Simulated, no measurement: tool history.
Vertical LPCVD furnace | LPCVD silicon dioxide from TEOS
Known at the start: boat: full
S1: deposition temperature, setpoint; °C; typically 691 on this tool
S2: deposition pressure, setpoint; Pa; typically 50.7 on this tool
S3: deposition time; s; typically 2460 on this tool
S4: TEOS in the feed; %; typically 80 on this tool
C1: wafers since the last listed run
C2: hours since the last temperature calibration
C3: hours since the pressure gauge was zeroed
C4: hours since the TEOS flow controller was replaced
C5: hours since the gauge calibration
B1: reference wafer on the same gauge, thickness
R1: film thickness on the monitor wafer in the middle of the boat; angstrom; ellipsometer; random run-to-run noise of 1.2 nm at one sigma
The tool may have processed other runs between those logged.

| run | hour | S1 | S2 | S3 | S4 | C1 | C2 | C3 | C4 | C5 | B1 | R1 |
|---|---|---|---|---|---|---|---|---|---|---|---|---|
| 1 | 0.0 | 695 | 50.7 | 2460 | 84 | 0 | 3440.9 | 1813.9 | 6431.8 | 525.7 | 257.20 | 3602.1 |
| 2 | 22.8 | 691 | 50.7 | 2460 | 80 | 362 | 3463.7 | 1836.7 | 6454.6 | 548.5 | 256.88 | 3205.2 |
| 3 | 56.4 | 691 | 50.7 | 2460 | 80 | 533 | 3497.3 | 1870.3 | 6488.2 | 582.1 | 256.80 | 3179.6 |
| 4 | 81.3 | 691 | 50.7 | 2460 | 80 | 395 | 3522.2 | 1895.2 | 6513.1 | 607.0 | 257.09 | 3192.3 |
| 5 | 179.3 | 687 | 50.7 | 2460 | 80 | 1556 | 3620.2 | 1993.2 | 6611.1 | 705.0 | 256.73 | 2914.4 |
| 6 | 212.3 | 687 | 50.7 | 2460 | 80 | 524 | 3653.2 | 2026.2 | 6644.1 | 738.0 | 257.15 | 2930.5 |
| 7 | 245.5 | 691 | 50.7 | 2460 | 80 | 527 | 3686.4 | 2059.4 | 6677.3 | 771.2 | 257.01 | 3186.3 |
|  | 286.8 | pressure gauge zeroed |
| 8 | 287.3 | 691 | 50.7 | 2460 | 80 | 282 | 3728.2 | 0.5 | 6719.1 | 813.0 | 256.89 | 3226.0 |
| 9 | 307.5 | 691 | 50.7 | 2460 | 86 | 320 | 3748.4 | 20.7 | 6739.3 | 833.2 | 257.14 | 3342.5 |
| 10 | 329.8 | 691 | 50.7 | 2460 | 86 | 354 | 3770.7 | 43.0 | 6761.6 | 855.5 | 257.04 | 3384.3 |
| 11 | 343.3 | 691 | 50.7 | 2460 | 86 | 214 | 3784.2 | 56.5 | 6775.1 | 869.0 | 256.84 | 3348.3 |
| 12 | 356.8 | 691 | 50.7 | 2460 | 80 | 214 | 3797.7 | 70.0 | 6788.6 | 882.5 | 257.14 | 3228.7 |
|  | 371.8 | gauge calibrated |
|  | 382.9 | TEOS flow controller replaced |
| 13 | 383.4 | 691 | 50.7 | 2460 | 80 | 41 | 3824.3 | 96.6 | 0.5 | 11.6 | 257.41 | 3229.6 |
| 14 | 403.0 | 691 | 50.7 | 2460 | 80 | 311 | 3843.9 | 116.2 | 20.1 | 31.2 | 256.45 | 3236.9 |
| 15 | 436.2 | 691 | 38.0 | 2460 | 80 | 527 | 3877.1 | 149.4 | 53.3 | 64.4 | 257.37 | 2798.5 |
| 16 | 462.0 | 691 | 50.7 | 3330 | 80 | 409 | 3902.9 | 175.2 | 79.1 | 90.2 | 256.67 | 4404.7 |
| 17 | 475.0 | 681 | 47.3 | 2460 | 74 | 206 | 3915.9 | 188.2 | 92.1 | 103.2 | 256.72 | 2392.6 |
|  | 510.0 | thermocouples replaced and temperature profile calibrated |
| 18 | 510.5 | 691 | 50.7 | 3420 | 69 | 182 | 0.5 | 223.7 | 127.6 | 138.7 | 257.04 | 3894.6 |
| 19 | 515.1 | 703 | 38.7 | 3180 | 91 | 73 | 5.1 | 228.3 | 132.2 | 143.3 | 256.87 | 4822.9 |
| 20 | 539.6 | 699 | 50.7 | 2460 | 88 | 389 | 29.6 | 252.8 | 156.7 | 167.8 | 256.91 | 3822.6 |
| 21 | 564.5 | 701 | 44.0 | 2460 | 73 | 395 | 54.5 | 277.7 | 181.6 | 192.7 | 256.67 | 3395.6 |
| 22 | 598.1 | 685 | 60.7 | 2790 | 92 | 533 | 88.1 | 311.3 | 215.2 | 226.3 | 256.83 | 3495.1 |
| 23 | 622.7 | 691 | 50.7 | 2460 | 80 | 390 | 112.7 | 335.9 | 239.8 | 250.9 | 257.55 | 3007.5 |
| 24 | 644.7 | 703 | 56.0 | 2460 | 74 | 349 | 134.7 | 357.9 | 261.8 | 272.9 | 257.03 | 4042.6 |
| 25 | 675.6 | 691 | 50.7 | 2460 | 80 | 490 | 165.6 | 388.8 | 292.7 | 303.8 | 257.11 | 3015.7 |
| 26 | 701.0 | 691 | 50.7 | 2460 | 80 | 403 | 191.0 | 414.2 | 318.1 | 329.2 | 256.98 | 3012.2 |
| 27 | 725.0 | 696 | 38.7 | 3180 | 80 | 381 | 215.0 | 438.2 | 342.1 | 353.2 | 256.80 | 3799.4 |
| 28 | 750.9 | 697 | 50.7 | 3390 | 80 | 411 | 240.9 | 464.1 | 368.0 | 379.1 | 256.90 | 4760.3 |
| 29 | 768.8 | 683 | 40.0 | 1860 | 74 | 284 | 258.8 | 482.0 | 385.9 | 397.0 | 256.96 | 1604.1 |
| 30 | 818.4 | 691 | 50.7 | 1560 | 80 | 788 | 308.4 | 531.6 | 435.5 | 446.6 | 257.02 | 1922.3 |
| 31 | 844.9 | 691 | 58.0 | 2940 | 80 | 421 | 334.9 | 558.1 | 462.0 | 473.1 | 257.41 | 3835.3 |

What differs in the tool's unlogged condition from the final listed run ahead of each entry between runs to the first listed run following it?
From run 7 to run 8: pressure gauge zeroed (hour 286.8)
  true tube temperature minus thermocouple reading, K: 3.42 -> 3.49
  measured less the result without the state, R1: +247.1 -> +255.5 angstrom
From run 12 to run 13: gauge calibrated (hour 371.8); TEOS flow controller replaced (hour 382.9)
  true tube temperature minus thermocouple reading, K: 3.62 -> 3.67
  measured less the result without the state, R1: +264.7 -> +268.3 angstrom
From run 17 to run 18: thermocouples replaced and temperature profile calibrated (hour 510.0)
  true tube temperature minus thermocouple reading, K: 3.85 -> 0.613
  measured less the result without the state, R1: +211.9 -> +56.2 angstrom

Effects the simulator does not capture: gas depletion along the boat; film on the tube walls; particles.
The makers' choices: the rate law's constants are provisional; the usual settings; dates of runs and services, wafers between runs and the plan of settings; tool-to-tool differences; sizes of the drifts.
